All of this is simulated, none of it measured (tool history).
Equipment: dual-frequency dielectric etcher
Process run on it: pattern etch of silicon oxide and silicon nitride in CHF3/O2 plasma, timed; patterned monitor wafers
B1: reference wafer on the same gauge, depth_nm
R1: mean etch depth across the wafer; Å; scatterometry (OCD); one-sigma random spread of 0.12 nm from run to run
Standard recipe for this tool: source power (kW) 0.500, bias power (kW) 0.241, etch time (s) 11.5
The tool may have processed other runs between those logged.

run 1 hour=0.0 | source_power_(kW)=0.590 bias_power_(kW)=0.241 etch_time_(s)=11.5 | B1=14.61 | R1=182.2
run 2 hour=95.5 | source_power_(kW)=0.500 bias_power_(kW)=0.280 etch_time_(s)=11.5 | B1=14.60 | R1=173.7
run 3 hour=142.8 | source_power_(kW)=0.500 bias_power_(kW)=0.280 etch_time_(s)=11.5 | B1=14.60 | R1=174.7
run 4 hour=293.6 | source_power_(kW)=0.500 bias_power_(kW)=0.280 etch_time_(s)=11.5 | B1=14.56 | R1=173.1
run 5 hour=360.4 | source_power_(kW)=0.500 bias_power_(kW)=0.241 etch_time_(s)=11.5 | B1=14.62 | R1=164.6
run 6 hour=422.2 | source_power_(kW)=0.500 bias_power_(kW)=0.241 etch_time_(s)=11.5 | B1=14.58 | R1=163.1
run 7 hour=485.9 | source_power_(kW)=0.500 bias_power_(kW)=0.241 etch_time_(s)=11.5 | B1=14.64 | R1=164.6
run 8 hour=565.0 | source_power_(kW)=0.500 bias_power_(kW)=0.241 etch_time_(s)=11.5 | B1=14.58 | R1=173.7
run 9 hour=584.6 | source_power_(kW)=0.500 bias_power_(kW)=0.241 etch_time_(s)=11.5 | B1=14.62 | R1=175.3
run 10 hour=637.4 | source_power_(kW)=0.570 bias_power_(kW)=0.241 etch_time_(s)=10.5 | B1=14.63 | R1=165.5
run 11 hour=725.5 | source_power_(kW)=0.570 bias_power_(kW)=0.241 etch_time_(s)=10.5 | B1=14.61 | R1=166.2
run 12 hour=778.8 | source_power_(kW)=0.580 bias_power_(kW)=0.241 etch_time_(s)=14.5 | B1=14.60 | R1=228.8
run 13 hour=1001.6 | source_power_(kW)=0.540 bias_power_(kW)=0.298 etch_time_(s)=9.5 | B1=14.60 | R1=154.1
run 14 hour=1098.7 | source_power_(kW)=0.500 bias_power_(kW)=0.241 etch_time_(s)=11.5 | B1=14.59 | R1=174.7
run 15 hour=1197.4 | source_power_(kW)=0.440 bias_power_(kW)=0.241 etch_time_(s)=11.5 | B1=14.59 | R1=166.1
run 16 hour=1242.9 | source_power_(kW)=0.500 bias_power_(kW)=0.241 etch_time_(s)=11.5 | B1=14.59 | R1=173.8
run 17 hour=1345.1 | source_power_(kW)=0.500 bias_power_(kW)=0.241 etch_time_(s)=11.5 | B1=14.60 | R1=174.4
run 18 hour=1407.4 | source_power_(kW)=0.580 bias_power_(kW)=0.205 etch_time_(s)=9.0 | B1=14.60 | R1=137.1
run 19 hour=1505.5 | source_power_(kW)=0.580 bias_power_(kW)=0.220 etch_time_(s)=8.5 | B1=14.59 | R1=130.2
run 20 hour=1591.0 | source_power_(kW)=0.540 bias_power_(kW)=0.241 etch_time_(s)=11.5 | B1=14.62 | R1=175.9
run 21 hour=1707.5 | source_power_(kW)=0.610 bias_power_(kW)=0.219 etch_time_(s)=13.5 | B1=14.60 | R1=215.3
run 22 hour=1785.9 | source_power_(kW)=0.500 bias_power_(kW)=0.241 etch_time_(s)=11.5 | B1=14.59 | R1=175.0
run 23 hour=1863.3 | source_power_(kW)=0.500 bias_power_(kW)=0.207 etch_time_(s)=11.5 | B1=14.60 | R1=168.7
run 24 hour=1915.0 | source_power_(kW)=0.440 bias_power_(kW)=0.241 etch_time_(s)=13.0 | B1=14.60 | R1=188.6
run 25 hour=1968.4 | source_power_(kW)=0.500 bias_power_(kW)=0.241 etch_time_(s)=9.5 | B1=14.59 | R1=144.3
run 26 hour=2021.7 | source_power_(kW)=0.540 bias_power_(kW)=0.208 etch_time_(s)=12.5 | B1=14.58 | R1=185.4
run 27 hour=2119.7 | source_power_(kW)=0.550 bias_power_(kW)=0.288 etch_time_(s)=8.5 | B1=14.61 | R1=138.5
run 28 hour=2198.5 | source_power_(kW)=0.420 bias_power_(kW)=0.284 etch_time_(s)=14.0 | B1=14.62 | R1=207.5

Removed from this log: 8 entries logged between the listed runs. Between which two listed runs does each belong, and how does the tool's hidden state at the listed run before it compare with that at the listed run after it?
From run 1 to run 2: wet clean of the chamber (hour 86.6)
  etch rate over this chamber's usual, %: -2.17 -> -4.71
  difference, measured minus the result without the unlogged condition, R1: -4.0 -> -8.6 Å
From run 7 to run 8: wet clean of the chamber, repeated, since the last time left the tool worse (hour 564.5)
  etch rate over this chamber's usual, %: -6.55 -> -0.454
  difference, measured minus the result without the unlogged condition, R1: -11.5 -> -0.8 Å
From run 10 to run 11: upper electrode replaced (hour 708.8)
  etch rate over this chamber's usual, %: -0.795 -> -1.21
  difference, measured minus the result without the unlogged condition, R1: -1.3 -> -2.0 Å
From run 13 to run 14: gauge calibrated (hour 1063.8); wet clean of the chamber (hour 1098.2)
  etch rate over this chamber's usual, %: -2.51 -> -0.177
  difference, measured minus the result without the unlogged condition, R1: -3.9 -> -0.3 Å
From run 18 to run 19: source power generator calibrated (hour 1483.4); bias power generator calibrated (hour 1505.0)
  etch rate over this chamber's usual, %: -1.63 -> -2.09
  difference, measured minus the result without the unlogged condition, R1: -2.3 -> -2.8 Å
From run 20 to run 21: wet clean of the chamber (hour 1707.0)
  etch rate over this chamber's usual, %: -2.5 -> 0.141
  difference, measured minus the result without the unlogged condition, R1: -4.5 -> +0.3 Å
